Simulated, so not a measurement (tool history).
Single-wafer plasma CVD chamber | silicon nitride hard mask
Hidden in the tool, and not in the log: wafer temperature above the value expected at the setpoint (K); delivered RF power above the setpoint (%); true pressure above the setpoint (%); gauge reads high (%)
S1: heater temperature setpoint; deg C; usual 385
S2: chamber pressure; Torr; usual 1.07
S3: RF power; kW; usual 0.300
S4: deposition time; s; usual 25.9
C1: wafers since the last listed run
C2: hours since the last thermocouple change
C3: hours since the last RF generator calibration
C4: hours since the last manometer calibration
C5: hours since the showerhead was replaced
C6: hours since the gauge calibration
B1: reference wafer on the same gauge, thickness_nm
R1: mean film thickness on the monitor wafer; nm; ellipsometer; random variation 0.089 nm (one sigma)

| run | hour | S1 | S2 | S3 | S4 | C1 | C2 | C3 | C4 | C5 | C6 | B1 | R1 |
|---|---|---|---|---|---|---|---|---|---|---|---|---|---|
| 1 | 0.0 | 385 | 1.07 | 0.300 | 25.9 | 0 | 1832.7 | 1511.4 | 1191.6 | 3257.0 | 3026.8 | 21.386 | 24.658 |
|  | 47.2 | thermocouple changed; heater temperature recalibrated |
| 2 | 96.2 | 385 | 1.07 | 0.300 | 25.9 | 1821 | 49.0 | 1607.6 | 1287.8 | 3353.2 | 3123.0 | 21.384 | 24.589 |
| 3 | 151.8 | 385 | 1.07 | 0.300 | 25.9 | 1148 | 104.6 | 1663.2 | 1343.4 | 3408.8 | 3178.6 | 21.368 | 24.863 |
| 4 | 339.2 | 385 | 1.07 | 0.300 | 25.9 | 3870 | 292.0 | 1850.6 | 1530.8 | 3596.2 | 3366.0 | 21.412 | 24.810 |
| 5 | 393.0 | 385 | 0.99 | 0.300 | 25.9 | 1111 | 345.8 | 1904.4 | 1584.6 | 3650.0 | 3419.8 | 21.375 | 24.090 |
| 6 | 452.8 | 385 | 1.26 | 0.265 | 22.3 | 1235 | 405.6 | 1964.2 | 1644.4 | 3709.8 | 3479.6 | 21.402 | 21.259 |
|  | 470.2 | capacitance manometer re-zeroed and calibrated |
|  | 519.7 | gauge calibrated |
| 7 | 521.2 | 391 | 1.07 | 0.300 | 20.9 | 1247 | 474.0 | 2032.6 | 51.0 | 3778.2 | 1.5 | 21.414 | 19.944 |
| 8 | 575.7 | 398 | 1.07 | 0.245 | 21.8 | 1125 | 528.5 | 2087.1 | 105.5 | 3832.7 | 56.0 | 21.385 | 18.851 |
|  | 615.5 | showerhead replaced |
| 9 | 658.2 | 385 | 1.07 | 0.300 | 25.9 | 1538 | 611.0 | 2169.6 | 188.0 | 42.7 | 138.5 | 21.414 | 24.541 |
| 10 | 727.7 | 385 | 1.07 | 0.300 | 25.9 | 1435 | 680.5 | 2239.1 | 257.5 | 112.2 | 208.0 | 21.377 | 24.929 |
| 11 | 805.0 | 385 | 1.07 | 0.300 | 25.9 | 1596 | 757.8 | 2316.4 | 334.8 | 189.5 | 285.3 | 21.391 | 24.696 |
|  | 851.3 | RF generator calibrated |
| 12 | 852.9 | 396 | 1.07 | 0.325 | 25.9 | 824 | 805.7 | 1.6 | 382.7 | 237.4 | 333.2 | 21.428 | 25.798 |
| 13 | 915.3 | 394 | 0.93 | 0.300 | 24.0 | 1288 | 868.1 | 64.0 | 445.1 | 299.8 | 395.6 | 21.399 | 21.953 |
| 14 | 992.4 | 385 | 1.07 | 0.300 | 25.9 | 1592 | 945.2 | 141.1 | 522.2 | 376.9 | 472.7 | 21.357 | 25.047 |
| 15 | 1089.5 | 396 | 0.99 | 0.330 | 25.9 | 2005 | 1042.3 | 238.2 | 619.3 | 474.0 | 569.8 | 21.426 | 25.437 |
| 16 | 1175.4 | 399 | 1.07 | 0.300 | 23.7 | 1774 | 1128.2 | 324.1 | 705.2 | 559.9 | 655.7 | 21.431 | 22.693 |
| 17 | 1224.3 | 385 | 1.07 | 0.335 | 22.8 | 1010 | 1177.1 | 373.0 | 754.1 | 608.8 | 704.6 | 21.398 | 23.065 |
| 18 | 1332.2 | 378 | 1.07 | 0.320 | 21.4 | 2228 | 1285.0 | 480.9 | 862.0 | 716.7 | 812.5 | 21.395 | 21.387 |
| 19 | 1377.9 | 385 | 1.17 | 0.280 | 25.9 | 943 | 1330.7 | 526.6 | 907.7 | 762.4 | 858.2 | 21.429 | 25.076 |
| 20 | 1417.5 | 381 | 1.07 | 0.300 | 23.0 | 817 | 1370.3 | 566.2 | 947.3 | 802.0 | 897.8 | 21.417 | 22.152 |
| 21 | 1496.5 | 385 | 1.32 | 0.300 | 25.9 | 1631 | 1449.3 | 645.2 | 1026.3 | 881.0 | 976.8 | 21.389 | 26.777 |
| 22 | 1549.3 | 385 | 1.07 | 0.300 | 25.9 | 1090 | 1502.1 | 698.0 | 1079.1 | 933.8 | 1029.6 | 21.429 | 24.790 |
| 23 | 1633.2 | 390 | 1.07 | 0.300 | 27.8 | 1732 | 1586.0 | 781.9 | 1163.0 | 1017.7 | 1113.5 | 21.426 | 26.588 |
| 24 | 1735.9 | 385 | 1.00 | 0.275 | 25.9 | 2121 | 1688.7 | 884.6 | 1265.7 | 1120.4 | 1216.2 | 21.422 | 23.393 |
| 25 | 1781.7 | 385 | 1.07 | 0.300 | 25.9 | 945 | 1734.5 | 930.4 | 1311.5 | 1166.2 | 1262.0 | 21.433 | 24.845 |
| 26 | 1826.1 | 385 | 1.17 | 0.300 | 25.9 | 917 | 1778.9 | 974.8 | 1355.9 | 1210.6 | 1306.4 | 21.441 | 25.578 |
| 27 | 1914.1 | 385 | 1.07 | 0.340 | 25.9 | 1817 | 1866.9 | 1062.8 | 1443.9 | 1298.6 | 1394.4 | 21.400 | 26.140 |

The same runs without the tool's hidden state, with the same run-to-run variation:
| run | R1 |
|---|---|
| 1 | 25.128 |
| 2 | 25.066 |
| 3 | 25.350 |
| 4 | 25.309 |
| 5 | 24.578 |
| 6 | 21.700 |
| 7 | 20.353 |
| 8 | 19.255 |
| 9 | 25.050 |
| 10 | 25.448 |
| 11 | 25.213 |
| 12 | 25.840 |
| 13 | 22.027 |
| 14 | 25.179 |
| 15 | 25.619 |
| 16 | 22.898 |
| 17 | 23.287 |
| 18 | 21.629 |
| 19 | 25.385 |
| 20 | 22.437 |
| 21 | 27.148 |
| 22 | 25.149 |
| 23 | 26.997 |
| 24 | 23.776 |
| 25 | 25.261 |
| 26 | 26.015 |
| 27 | 26.589 |
